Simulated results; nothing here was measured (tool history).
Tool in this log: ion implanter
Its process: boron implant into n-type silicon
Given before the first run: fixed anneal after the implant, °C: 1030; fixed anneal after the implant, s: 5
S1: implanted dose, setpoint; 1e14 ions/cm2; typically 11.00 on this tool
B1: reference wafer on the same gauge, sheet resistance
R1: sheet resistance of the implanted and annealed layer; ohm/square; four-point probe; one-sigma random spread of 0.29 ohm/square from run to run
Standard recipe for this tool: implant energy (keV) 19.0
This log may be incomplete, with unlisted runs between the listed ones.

Run 1, day 0.000: usual settings; B1 106.95. Result: R1 119.23 ohm/square.
Run 2, day 1.604: usual settings but implant energy (keV) 21.5; B1 107.10. Result: R1 118.48 ohm/square.
Run 3, day 2.746: usual settings but implant energy (keV) 21.5; B1 106.94. Result: R1 117.76 ohm/square.
Run 4, day 4.604: usual settings but S1 12.90 1e14 ions/cm2, implant energy (keV) 17.0; B1 107.01. Result: R1 107.20 ohm/square.
Run 5, day 5.929: usual settings but S1 12.90 1e14 ions/cm2, implant energy (keV) 17.0; B1 107.00. Result: R1 107.64 ohm/square.
Run 6, day 8.875: usual settings but S1 12.90 1e14 ions/cm2, implant energy (keV) 17.0; B1 106.96. Result: R1 107.78 ohm/square.
Run 7, day 10.012: usual settings; B1 107.04. Result: R1 119.88 ohm/square.
Run 8, day 12.350: usual settings; B1 107.02. Result: R1 119.73 ohm/square.
At day 20.625: Faraday cup replaced and dose calibrated.
Run 9, day 20.646: usual settings; B1 107.09. Result: R1 114.64 ohm/square.
At day 22.250: gauge calibrated.
Run 10, day 22.638: usual settings; B1 106.98. Result: R1 114.65 ohm/square.
Run 11, day 25.046: usual settings; B1 107.08. Result: R1 115.10 ohm/square.
Run 12, day 26.492: usual settings but S1 9.17 1e14 ions/cm2, implant energy (keV) 16.5; B1 107.06. Result: R1 135.51 ohm/square.
Run 13, day 27.508: usual settings; B1 107.04. Result: R1 115.01 ohm/square.
Run 14, day 30.217: usual settings but S1 14.22 1e14 ions/cm2, implant energy (keV) 22.0; B1 106.95. Result: R1 93.31 ohm/square.
Run 15, day 32.054: usual settings but S1 14.14 1e14 ions/cm2, implant energy (keV) 16.0; B1 106.98. Result: R1 99.14 ohm/square.

Run 16, settings as shown, results not yet in. Your forecast:
Run 16, day 33.196: usual settings but S1 10.05 1e14 ions/cm2, implant energy (keV) 23.0; B1 ?. Result: R1 ?.

{"run 16": {"B1": 107.02, "R1": 122.07}}
Were there no unlogged condition in the tool, this run, its random variation unchanged, would have produced R1 121.43 ohm/square.
